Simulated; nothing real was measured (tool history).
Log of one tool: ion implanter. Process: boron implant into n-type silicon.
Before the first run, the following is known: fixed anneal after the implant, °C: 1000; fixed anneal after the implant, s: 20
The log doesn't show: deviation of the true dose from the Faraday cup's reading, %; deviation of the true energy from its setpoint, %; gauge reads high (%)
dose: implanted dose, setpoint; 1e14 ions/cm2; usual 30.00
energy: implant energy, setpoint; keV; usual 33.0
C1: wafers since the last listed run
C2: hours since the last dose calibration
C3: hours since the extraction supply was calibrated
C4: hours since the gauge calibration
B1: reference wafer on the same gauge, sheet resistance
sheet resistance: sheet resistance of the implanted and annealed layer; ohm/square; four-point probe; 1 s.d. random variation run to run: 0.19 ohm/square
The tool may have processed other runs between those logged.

{"run": 1, "day": 0.0, "dose": 30.0, "energy": 33.0, "C1": 0, "C2": 1246.3, "C3": 2998.5, "C4": 425.1, "B1": 48.12, "sheet resistance": 53.2}
{"run": 2, "day": 3.175, "dose": 30.0, "energy": 33.0, "C1": 1540, "C2": 1322.5, "C3": 3074.7, "C4": 501.3, "B1": 48.1, "sheet resistance": 53.07}
{"run": 3, "day": 6.538, "dose": 30.0, "energy": 33.0, "C1": 1630, "C2": 1403.2, "C3": 3155.4, "C4": 582.0, "B1": 48.17, "sheet resistance": 53.55}
{"run": 4, "day": 9.958, "dose": 30.0, "energy": 33.0, "C1": 1659, "C2": 1485.3, "C3": 3237.5, "C4": 664.1, "B1": 48.27, "sheet resistance": 53.09}
{"run": 5, "day": 13.45, "dose": 33.11, "energy": 33.0, "C1": 1693, "C2": 1569.1, "C3": 3321.3, "C4": 747.9, "B1": 48.14, "sheet resistance": 50.72}
{"run": 6, "day": 16.758, "dose": 33.11, "energy": 33.0, "C1": 1604, "C2": 1648.5, "C3": 3400.7, "C4": 827.3, "B1": 48.2, "sheet resistance": 51.34}
{"day": 18.321, "done": "Faraday cup replaced and dose calibrated"}
{"run": 7, "day": 19.946, "dose": 33.11, "energy": 33.0, "C1": 1384, "C2": 39.0, "C3": 3477.2, "C4": 903.8, "B1": 48.22, "sheet resistance": 51.29}
{"day": 20.771, "done": "gauge calibrated"}
{"day": 21.079, "done": "extraction supply calibrated"}
{"run": 8, "day": 23.008, "dose": 30.0, "energy": 33.0, "C1": 1323, "C2": 112.5, "C3": 46.3, "C4": 53.7, "B1": 47.82, "sheet resistance": 53.01}
{"run": 9, "day": 31.262, "dose": 30.0, "energy": 33.0, "C1": 4003, "C2": 310.6, "C3": 244.4, "C4": 251.8, "B1": 47.98, "sheet resistance": 53.56}
{"run": 10, "day": 33.758, "dose": 35.44, "energy": 29.0, "C1": 1210, "C2": 370.5, "C3": 304.3, "C4": 311.7, "B1": 48.15, "sheet resistance": 52.15}
{"run": 11, "day": 36.446, "dose": 35.5, "energy": 36.5, "C1": 1303, "C2": 435.0, "C3": 368.8, "C4": 376.2, "B1": 48.08, "sheet resistance": 48.03}
{"run": 12, "day": 40.696, "dose": 30.0, "energy": 29.5, "C1": 2061, "C2": 537.0, "C3": 470.8, "C4": 478.2, "B1": 48.21, "sheet resistance": 55.22}
{"run": 13, "day": 44.396, "dose": 21.31, "energy": 22.0, "C1": 1794, "C2": 625.8, "C3": 559.6, "C4": 567.0, "B1": 48.26, "sheet resistance": 71.02}
{"run": 14, "day": 47.054, "dose": 32.97, "energy": 41.0, "C1": 1289, "C2": 689.6, "C3": 623.4, "C4": 630.8, "B1": 48.24, "sheet resistance": 48.03}

Here are 5 independent what-if runs from the current tool condition. What would each one return?
{"run": "A", "day": 47.071, "dose": 30.0, "energy": 33.0, "C1": 8, "C2": 690.0, "C3": 623.8, "C4": 631.2, "B1": "?", "sheet resistance": "?"}
{"run": "B", "day": 47.071, "dose": 35.44, "energy": 43.5, "C1": 8, "C2": 690.0, "C3": 623.8, "C4": 631.2, "B1": "?", "sheet resistance": "?"}
{"run": "C", "day": 47.071, "dose": 27.31, "energy": 39.0, "C1": 8, "C2": 690.0, "C3": 623.8, "C4": 631.2, "B1": "?", "sheet resistance": "?"}
{"run": "D", "day": 47.071, "dose": 33.46, "energy": 33.0, "C1": 8, "C2": 690.0, "C3": 623.8, "C4": 631.2, "B1": "?", "sheet resistance": "?"}
{"run": "E", "day": 47.071, "dose": 30.0, "energy": 42.0, "C1": 8, "C2": 690.0, "C3": 623.8, "C4": 631.2, "B1": "?", "sheet resistance": "?"}

run=A B1=48.19 sheet_resistance=53.39
run=B B1=48.19 sheet_resistance=45.71
run=C B1=48.19 sheet_resistance=53.84
run=D B1=48.19 sheet_resistance=50.89
run=E B1=48.19 sheet_resistance=50.24
With the hidden condition removed and each run's random variation left untouched, the same runs would have given:
run=A sheet_resistance=52.63
run=B sheet_resistance=45.06
run=C sheet_resistance=53.07
run=D sheet_resistance=50.16
run=E sheet_resistance=49.52
